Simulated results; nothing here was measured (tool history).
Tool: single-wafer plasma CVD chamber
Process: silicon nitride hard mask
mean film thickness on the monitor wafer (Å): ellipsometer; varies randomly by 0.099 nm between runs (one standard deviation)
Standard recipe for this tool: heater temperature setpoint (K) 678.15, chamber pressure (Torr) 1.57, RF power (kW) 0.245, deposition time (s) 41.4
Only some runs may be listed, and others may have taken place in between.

run,hour,heater temperature setpoint (K),chamber pressure (Torr),RF power (kW),deposition time (s),"read-back reference wafer on the same gauge, thickness_nm",mean film thickness on the monitor wafer (Å)
1,0,668.15,1.57,0.27,41.4,41.217,406.66
# hour 10.1: showerhead replaced
2,53.3,668.15,1.57,0.27,41.4,41.257,408.23
# hour 127.4: thermocouple changed; heater temperature recalibrated
3,364.8,678.15,1.38,0.245,36.9,41.466,334.37
4,418.1,678.15,1.83,0.245,46.1,41.495,446.64
# hour 418.7: gauge calibrated
5,501,678.15,1.57,0.245,41.4,40.766,378.79
6,550.1,678.15,1.57,0.245,41.4,40.776,379.74
7,587.2,678.15,1.57,0.245,36.8,40.771,338.65
8,686.7,678.15,1.4,0.29,36.9,40.75,364.76
9,755.3,678.15,1.57,0.245,44.9,40.778,411.87
# hour 792.9: RF generator calibrated
10,859,672.15,1.39,0.245,37.2,40.807,331.99
11,933,678.15,1.57,0.23,41.4,40.822,365.17
12,983.6,692.15,1.77,0.285,33.5,40.83,346.34
13,1033.3,670.15,1.69,0.27,49,40.858,486.62
14,1093.1,684.15,1.29,0.245,36.4,40.831,318.78
15,1173.2,678.15,1.28,0.245,41.4,40.866,362.61
16,1222.6,678.15,1.94,0.205,41.4,40.868,359.1
17,1268.6,678.15,1.88,0.205,47.8,40.921,411.11
18,1373.4,664.15,1.81,0.245,41.4,40.933,397.95
19,1420.7,684.15,1.29,0.245,36.4,40.955,318.08
20,1472.5,678.15,1.57,0.245,36.8,40.973,340.33
21,1695.5,678.15,1.93,0.245,41.4,41.057,402.5
22,1753.8,673.15,1.41,0.265,49.2,41.082,465.09
23,1793,678.15,1.57,0.245,41.4,41.111,380.53
24,1858.1,678.15,1.57,0.245,41.4,41.176,382.28
25,1915.7,672.15,1.57,0.2,41.4,41.193,338.99
# hour 1982.4: capacitance manometer re-zeroed and calibrated
26,2005.9,669.15,1.57,0.245,41.4,41.237,387.08
27,2100.3,684.15,1.9,0.29,45.3,41.283,486.5
28,2151,684.15,1.57,0.21,46,41.292,389.16

Selected run-to-run steps in mean film thickness on the monitor wafer (Å), each split into two signed amounts: the part the tool would show with no hidden state at all (from settings, incoming material and random variation), and the remainder, which goes to the hidden state together with any gauge scatter not common to the measured and the hidden-state-free results:
Unlogged tool condition in this case: wafer temperature above the value expected at the setpoint (K); delivered RF power above the setpoint (%); true pressure above the setpoint (%); gauge reads high (%).
Run 3 -> 4: chamber pressure (Torr) 1.38 -> 1.83, deposition time (s) 36.9 -> 46.1. mean film thickness on the monitor wafer (Å) +112.27: hidden state +2.48, all else +109.79.
Run 4 -> 5: chamber pressure (Torr) 1.83 -> 1.57, deposition time (s) 46.1 -> 41.4, gauge calibrated. mean film thickness on the monitor wafer (Å) -67.85: hidden state -7.97, all else -59.88.
Run 12 -> 13: heater temperature setpoint (K) 692.15 -> 670.15, chamber pressure (Torr) 1.77 -> 1.69, RF power (kW) 0.285 -> 0.27, deposition time (s) 33.5 -> 49. mean film thickness on the monitor wafer (Å) +140.28: hidden state +0.57, all else +139.71.
Run 13 -> 14: heater temperature setpoint (K) 670.15 -> 684.15, chamber pressure (Torr) 1.69 -> 1.29, RF power (kW) 0.27 -> 0.245, deposition time (s) 49 -> 36.4. mean film thickness on the monitor wafer (Å) -167.84: hidden state -0.47, all else -167.37.
